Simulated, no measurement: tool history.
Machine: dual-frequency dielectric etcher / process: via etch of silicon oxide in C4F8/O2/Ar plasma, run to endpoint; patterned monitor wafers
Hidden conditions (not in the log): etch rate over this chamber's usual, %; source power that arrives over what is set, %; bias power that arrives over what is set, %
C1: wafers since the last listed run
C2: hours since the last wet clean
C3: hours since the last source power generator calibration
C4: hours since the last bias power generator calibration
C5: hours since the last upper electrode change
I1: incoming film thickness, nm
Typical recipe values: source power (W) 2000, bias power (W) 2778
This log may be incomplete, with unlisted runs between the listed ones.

run 1 hour=0 | source_power_(W)=2110 bias_power_(W)=2778 | C1=0 C2=258.8 C3=2672.4 C4=4104.6 C5=4402 | I1=945.1 | endpoint_time_(s)=152.3
run 2 hour=80.8 | source_power_(W)=2000 bias_power_(W)=2778 | C1=587 C2=339.6 C3=2753.2 C4=4185.4 C5=4482.8 | I1=940 | endpoint_time_(s)=153.6
-- hour=109.3 wet clean of the chamber
run 3 hour=180.3 | source_power_(W)=2000 bias_power_(W)=2778 | C1=549 C2=71 C3=2852.7 C4=4284.9 C5=4582.3 | I1=933.9 | endpoint_time_(s)=158.1
run 4 hour=257.2 | source_power_(W)=2000 bias_power_(W)=2778 | C1=559 C2=147.9 C3=2929.6 C4=4361.8 C5=4659.2 | I1=949 | endpoint_time_(s)=156.8
run 5 hour=319.2 | source_power_(W)=2000 bias_power_(W)=2778 | C1=451 C2=209.9 C3=2991.6 C4=4423.8 C5=4721.2 | I1=939.7 | endpoint_time_(s)=155.8
run 6 hour=382.6 | source_power_(W)=2000 bias_power_(W)=2778 | C1=461 C2=273.3 C3=3055 C4=4487.2 C5=4784.6 | I1=935 | endpoint_time_(s)=154.2
-- hour=456.4 wet clean of the chamber
run 7 hour=568.5 | source_power_(W)=2000 bias_power_(W)=2778 | C1=1177 C2=112.1 C3=3240.9 C4=4673.1 C5=4970.5 | I1=930.2 | endpoint_time_(s)=157.7
run 8 hour=675 | source_power_(W)=2000 bias_power_(W)=2778 | C1=774 C2=218.6 C3=3347.4 C4=4779.6 C5=5077 | I1=927.6 | endpoint_time_(s)=154.4
run 9 hour=771.8 | source_power_(W)=2340 bias_power_(W)=2778 | C1=704 C2=315.4 C3=3444.2 C4=4876.4 C5=5173.8 | I1=933.3 | endpoint_time_(s)=140.6
-- hour=801 bias power generator calibrated
-- hour=819.3 wet clean of the chamber
run 10 hour=822.4 | source_power_(W)=2000 bias_power_(W)=2778 | C1=205 C2=3.1 C3=3494.8 C4=21.4 C5=5224.4 | I1=938.5 | endpoint_time_(s)=160.9
run 11 hour=865.7 | source_power_(W)=2000 bias_power_(W)=2778 | C1=315 C2=46.4 C3=3538.1 C4=64.7 C5=5267.7 | I1=941.1 | endpoint_time_(s)=159.5
run 12 hour=918.7 | source_power_(W)=2000 bias_power_(W)=2778 | C1=385 C2=99.4 C3=3591.1 C4=117.7 C5=5320.7 | I1=930.4 | endpoint_time_(s)=156.5
run 13 hour=978.2 | source_power_(W)=2000 bias_power_(W)=2778 | C1=432 C2=158.9 C3=3650.6 C4=177.2 C5=5380.2 | I1=934.1 | endpoint_time_(s)=158.3
-- hour=993.9 source power generator calibrated
run 14 hour=1034.7 | source_power_(W)=2180 bias_power_(W)=2778 | C1=381 C2=215.4 C3=40.8 C4=233.7 C5=5436.7 | I1=939 | endpoint_time_(s)=146.9
run 15 hour=1080.2 | source_power_(W)=1710 bias_power_(W)=2778 | C1=331 C2=260.9 C3=86.3 C4=279.2 C5=5482.2 | I1=935.4 | endpoint_time_(s)=171.9
-- hour=1143.3 upper electrode replaced
run 16 hour=1143.8 | source_power_(W)=1680 bias_power_(W)=2997 | C1=288 C2=324.5 C3=149.9 C4=342.8 C5=0.5 | I1=935.8 | endpoint_time_(s)=165.1
-- hour=1224.2 wet clean of the chamber
run 17 hour=1224.7 | source_power_(W)=2000 bias_power_(W)=2285 | C1=414 C2=0.5 C3=230.8 C4=423.7 C5=81.4 | I1=935.4 | endpoint_time_(s)=171.7
run 18 hour=1254.5 | source_power_(W)=1740 bias_power_(W)=3046 | C1=216 C2=30.3 C3=260.6 C4=453.5 C5=111.2 | I1=939.4 | endpoint_time_(s)=169
run 19 hour=1297.2 | source_power_(W)=1820 bias_power_(W)=3086 | C1=310 C2=73 C3=303.3 C4=496.2 C5=153.9 | I1=934.3 | endpoint_time_(s)=163
run 20 hour=1398.3 | source_power_(W)=2000 bias_power_(W)=2778 | C1=735 C2=174.1 C3=404.4 C4=597.3 C5=255 | I1=938.6 | endpoint_time_(s)=156.7
run 21 hour=1435.3 | source_power_(W)=2400 bias_power_(W)=3141 | C1=269 C2=211.1 C3=441.4 C4=634.3 C5=292 | I1=931.6 | endpoint_time_(s)=135.2
run 22 hour=1542.6 | source_power_(W)=1650 bias_power_(W)=3163 | C1=780 C2=318.4 C3=548.7 C4=741.6 C5=399.3 | I1=935 | endpoint_time_(s)=169.6
run 23 hour=1609.1 | source_power_(W)=2000 bias_power_(W)=2778 | C1=483 C2=384.9 C3=615.2 C4=808.1 C5=465.8 | I1=938.6 | endpoint_time_(s)=150.5
-- hour=1634.3 wet clean of the chamber
run 24 hour=1658.7 | source_power_(W)=2000 bias_power_(W)=2778 | C1=186 C2=24.4 C3=664.8 C4=857.7 C5=515.4 | I1=931.8 | endpoint_time_(s)=159.6

Same runs, no hidden state in the tool, same run-to-run variation:
run=1 endpoint_time_(s)=158.5
run=2 endpoint_time_(s)=161.6
run=3 endpoint_time_(s)=159.6
run=4 endpoint_time_(s)=160
run=5 endpoint_time_(s)=160.4
run=6 endpoint_time_(s)=160.1
run=7 endpoint_time_(s)=159.5
run=8 endpoint_time_(s)=158.5
run=9 endpoint_time_(s)=146.2
run=10 endpoint_time_(s)=161.2
run=11 endpoint_time_(s)=160.8
run=12 endpoint_time_(s)=159
run=13 endpoint_time_(s)=162.2
run=14 endpoint_time_(s)=151.7
run=15 endpoint_time_(s)=178.6
run=16 endpoint_time_(s)=173
run=17 endpoint_time_(s)=171
run=18 endpoint_time_(s)=169
run=19 endpoint_time_(s)=164
run=20 endpoint_time_(s)=159.9
run=21 endpoint_time_(s)=138.7
run=22 endpoint_time_(s)=176.6
run=23 endpoint_time_(s)=158.1
run=24 endpoint_time_(s)=159.2
